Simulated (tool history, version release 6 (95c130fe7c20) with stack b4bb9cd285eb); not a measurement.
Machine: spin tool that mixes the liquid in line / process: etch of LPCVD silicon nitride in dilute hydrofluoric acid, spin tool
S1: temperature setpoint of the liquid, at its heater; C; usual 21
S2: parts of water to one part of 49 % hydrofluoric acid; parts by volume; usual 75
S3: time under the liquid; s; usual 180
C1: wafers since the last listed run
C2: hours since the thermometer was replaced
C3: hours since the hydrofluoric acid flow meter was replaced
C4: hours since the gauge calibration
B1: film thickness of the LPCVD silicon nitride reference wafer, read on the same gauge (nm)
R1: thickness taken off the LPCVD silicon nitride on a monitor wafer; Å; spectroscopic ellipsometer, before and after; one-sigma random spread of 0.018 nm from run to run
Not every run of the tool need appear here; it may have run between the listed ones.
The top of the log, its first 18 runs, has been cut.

| run | day | S1 | S2 | S3 | C1 | C2 | C3 | C4 | B1 | R1 |
|---|---|---|---|---|---|---|---|---|---|---|
| 19 | 35.758 | 22.5 | 75 | 180 | 649 | 632.7 | 314.7 | 1711.6 | 80.004 | 9.82 |
| 20 | 38.55 | 21 | 75 | 130 | 642 | 699.7 | 381.7 | 1778.6 | 79.992 | 6.28 |
|  | 39.096 | gauge calibrated |
| 21 | 40.021 | 21 | 75 | 180 | 338 | 735 | 417 | 22.2 | 80.005 | 8.93 |
| 22 | 42.925 | 21 | 75 | 180 | 668 | 804.7 | 486.7 | 91.9 | 80.006 | 8.98 |
| 23 | 45.121 | 25.5 | 55 | 130 | 505 | 857.4 | 539.4 | 144.6 | 79.997 | 11.83 |
| 24 | 46.929 | 21 | 75 | 180 | 416 | 900.8 | 582.8 | 188 | 80 | 8.94 |
| 25 | 49.646 | 21 | 105 | 85 | 625 | 966 | 648 | 253.2 | 80.013 | 3.15 |
| 26 | 50.767 | 21 | 60 | 240 | 257 | 992.9 | 674.9 | 280.1 | 80.005 | 14.89 |
| 27 | 51.858 | 21 | 50 | 135 | 251 | 1019.1 | 701.1 | 306.3 | 79.982 | 10.32 |
| 28 | 53.088 | 21 | 75 | 180 | 282 | 1048.6 | 730.6 | 335.8 | 80.011 | 9.42 |
| 29 | 55.362 | 21 | 55 | 180 | 523 | 1103.2 | 785.2 | 390.4 | 80.002 | 12.79 |
| 30 | 57.942 | 25 | 105 | 260 | 593 | 1165.1 | 847.1 | 452.3 | 79.989 | 12.64 |
| 31 | 59.675 | 22.5 | 105 | 275 | 398 | 1206.7 | 888.7 | 493.9 | 80.018 | 11.52 |

Branching from run 31: 5 alternative next runs. What would each branch give?
| A | 59.696 | 23.5 | 75 | 180 | 4 | 1207.2 | 889.2 | 494.4 | ? | ? |
| B | 59.696 | 23 | 75 | 275 | 4 | 1207.2 | 889.2 | 494.4 | ? | ? |
| C | 59.696 | 21 | 45 | 180 | 4 | 1207.2 | 889.2 | 494.4 | ? | ? |
| D | 59.696 | 18.5 | 75 | 240 | 4 | 1207.2 | 889.2 | 494.4 | ? | ? |
| E | 59.696 | 23 | 75 | 255 | 4 | 1207.2 | 889.2 | 494.4 | ? | ? |

| run | B1 | R1 |
|---|---|---|
| A | 79.974 | 10.77 |
| B | 79.974 | 15.92 |
| C | 79.974 | 15.07 |
| D | 79.974 | 10.29 |
| E | 79.974 | 14.76 |
Take away the tool's hidden state, keep each run's random variation, and the runs would have read:
| run | R1 |
|---|---|
| A | 9.77 |
| B | 14.44 |
| C | 13.58 |
| D | 9.26 |
| E | 13.39 |
